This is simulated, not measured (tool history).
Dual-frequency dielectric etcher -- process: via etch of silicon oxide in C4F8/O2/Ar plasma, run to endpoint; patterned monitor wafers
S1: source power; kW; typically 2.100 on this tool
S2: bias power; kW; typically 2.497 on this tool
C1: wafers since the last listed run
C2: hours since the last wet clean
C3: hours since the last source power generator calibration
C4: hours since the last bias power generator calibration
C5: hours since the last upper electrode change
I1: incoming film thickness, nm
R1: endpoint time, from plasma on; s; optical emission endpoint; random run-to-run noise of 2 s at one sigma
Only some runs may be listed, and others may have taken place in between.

{"run": 1, "day": 0.0, "S1": 2.33, "S2": 2.263, "C1": 0, "C2": 156.8, "C3": 1945.6, "C4": 3833.3, "C5": 4131.1, "I1": 1633.3, "R1": 294.2}
{"run": 2, "day": 2.388, "S1": 2.33, "S2": 2.263, "C1": 278, "C2": 214.1, "C3": 2002.9, "C4": 3890.6, "C5": 4188.4, "I1": 1644.0, "R1": 296.1}
{"run": 3, "day": 4.146, "S1": 2.1, "S2": 2.497, "C1": 205, "C2": 256.3, "C3": 2045.1, "C4": 3932.8, "C5": 4230.6, "I1": 1629.6, "R1": 288.8}
{"run": 4, "day": 5.662, "S1": 2.1, "S2": 2.497, "C1": 177, "C2": 292.7, "C3": 2081.5, "C4": 3969.2, "C5": 4267.0, "I1": 1647.5, "R1": 294.2}
{"run": 5, "day": 7.896, "S1": 2.1, "S2": 2.497, "C1": 260, "C2": 346.3, "C3": 2135.1, "C4": 4022.8, "C5": 4320.6, "I1": 1649.6, "R1": 294.0}
{"run": 6, "day": 9.992, "S1": 2.1, "S2": 2.497, "C1": 244, "C2": 396.6, "C3": 2185.4, "C4": 4073.1, "C5": 4370.9, "I1": 1638.9, "R1": 290.3}
{"run": 7, "day": 12.358, "S1": 2.1, "S2": 2.497, "C1": 276, "C2": 453.4, "C3": 2242.2, "C4": 4129.9, "C5": 4427.7, "I1": 1632.6, "R1": 290.1}
{"day": 14.217, "done": "wet clean of the chamber"}
{"run": 8, "day": 20.488, "S1": 2.1, "S2": 2.497, "C1": 832, "C2": 150.5, "C3": 2437.3, "C4": 4325.0, "C5": 4622.8, "I1": 1642.9, "R1": 299.7}
{"run": 9, "day": 27.525, "S1": 2.1, "S2": 2.497, "C1": 822, "C2": 319.4, "C3": 2606.2, "C4": 4493.9, "C5": 4791.7, "I1": 1632.5, "R1": 293.6}
{"run": 10, "day": 29.367, "S1": 2.45, "S2": 2.297, "C1": 215, "C2": 363.6, "C3": 2650.4, "C4": 4538.1, "C5": 4835.9, "I1": 1647.3, "R1": 286.0}
{"run": 11, "day": 31.375, "S1": 2.45, "S2": 2.297, "C1": 234, "C2": 411.8, "C3": 2698.6, "C4": 4586.3, "C5": 4884.1, "I1": 1648.4, "R1": 287.0}
{"day": 32.046, "done": "bias power generator calibrated"}
{"run": 12, "day": 33.983, "S1": 1.77, "S2": 2.033, "C1": 285, "C2": 474.4, "C3": 2761.2, "C4": 46.5, "C5": 4946.7, "I1": 1640.7, "R1": 318.7}
{"day": 35.754, "done": "wet clean of the chamber"}
{"run": 13, "day": 35.775, "S1": 1.77, "S2": 2.033, "C1": 92, "C2": 0.5, "C3": 2804.2, "C4": 89.5, "C5": 4989.7, "I1": 1625.5, "R1": 325.1}
{"run": 14, "day": 40.85, "S1": 1.96, "S2": 3.117, "C1": 592, "C2": 122.3, "C3": 2926.0, "C4": 211.3, "C5": 5111.5, "I1": 1645.9, "R1": 295.8}
{"day": 41.817, "done": "source power generator calibrated"}
{"run": 15, "day": 42.925, "S1": 2.1, "S2": 2.497, "C1": 222, "C2": 172.1, "C3": 26.6, "C4": 261.1, "C5": 5161.3, "I1": 1616.3, "R1": 297.4}
{"run": 16, "day": 44.812, "S1": 2.38, "S2": 2.497, "C1": 220, "C2": 217.4, "C3": 71.9, "C4": 306.4, "C5": 5206.6, "I1": 1646.9, "R1": 288.4}
{"run": 17, "day": 45.846, "S1": 2.1, "S2": 2.497, "C1": 120, "C2": 242.2, "C3": 96.7, "C4": 331.2, "C5": 5231.4, "I1": 1634.1, "R1": 295.4}
{"day": 47.688, "done": "upper electrode replaced"}
{"run": 18, "day": 47.954, "S1": 2.58, "S2": 2.837, "C1": 129, "C2": 292.8, "C3": 147.3, "C4": 381.8, "C5": 6.4, "I1": 1652.9, "R1": 275.7}

What will run 19 give?
{"run": 19, "day": 50.192, "S1": 2.62, "S2": 2.23, "C1": 261, "C2": 346.5, "C3": 201.0, "C4": 435.5, "C5": 60.1, "I1": 1627.7, "R1": "?"}

R1: 281.6 s
With the hidden condition absent and the run-to-run variation left alone, this run would have shown R1 288.9 s.

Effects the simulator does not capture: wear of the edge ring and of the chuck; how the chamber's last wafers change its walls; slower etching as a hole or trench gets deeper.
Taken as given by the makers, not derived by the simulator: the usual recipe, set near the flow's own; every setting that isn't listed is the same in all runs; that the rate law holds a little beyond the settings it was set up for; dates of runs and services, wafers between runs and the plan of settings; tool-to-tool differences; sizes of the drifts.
